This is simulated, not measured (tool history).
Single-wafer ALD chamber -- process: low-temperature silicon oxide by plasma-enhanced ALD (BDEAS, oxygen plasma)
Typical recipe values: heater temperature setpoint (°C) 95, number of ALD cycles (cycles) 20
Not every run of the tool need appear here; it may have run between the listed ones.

run	day	heater temperature setpoint (°C)	number of ALD cycles (cycles)	read-back reference wafer on the same gauge, thickness_nm	mean film thickness on the monitor wafer (Å)
1	0	95	20	2.49	30.86
2	1.067	95	20	2.49	30.87
3	2.417	99	20	2.49	30.57
4	3.592	99	20	2.491	30.48
5	4.525	99	20	2.491	30.53
# day 5.192: gauge calibrated
6	5.288	95	20	2.489	30.87
7	5.9	95	20	2.491	30.85
8	6.546	95	20	2.489	30.97
9	7.333	95	20	2.489	30.88
10	9.658	95	18	2.489	27.73
11	10.562	95	18	2.489	27.81
12	12.021	95	18	2.492	27.76
13	13.046	89	23	2.49	36.07
14	14.429	110	23	2.491	34.38
15	15.088	105	19	2.492	28.72
16	16.146	95	21	2.491	32.38
17	17.425	86	16	2.49	25.35
18	18.217	95	22	2.489	34.07
# day 18.879: thermocouple changed; heater temperature recalibrated
19	19.496	87	24	2.49	37.94
# day 22.917: gauge calibrated
20	23.042	83	17	2.492	27.18
21	24.979	99	23	2.49	34.91
22	26.379	85	20	2.491	31.9
23	27.267	95	20	2.491	30.78
24	28.55	95	20	2.49	30.83
25	29.279	95	23	2.492	35.49

What if the next run were any one of these 4? Each begins from the tool's condition after run 25:
A	29.296	95	20	?	?
B	29.296	81	22	?	?
C	29.296	105	17	?	?
D	29.296	82	20	?	?

run	read-back reference wafer on the same gauge, thickness_nm	mean film thickness on the monitor wafer (Å)
A	2.489	30.89
B	2.489	35.46
C	2.489	25.61
D	2.489	32.14
Without the tool's unlogged condition, the same runs would have read:
run	mean film thickness on the monitor wafer (Å)
A	30.89
B	35.46
C	25.61
D	32.14

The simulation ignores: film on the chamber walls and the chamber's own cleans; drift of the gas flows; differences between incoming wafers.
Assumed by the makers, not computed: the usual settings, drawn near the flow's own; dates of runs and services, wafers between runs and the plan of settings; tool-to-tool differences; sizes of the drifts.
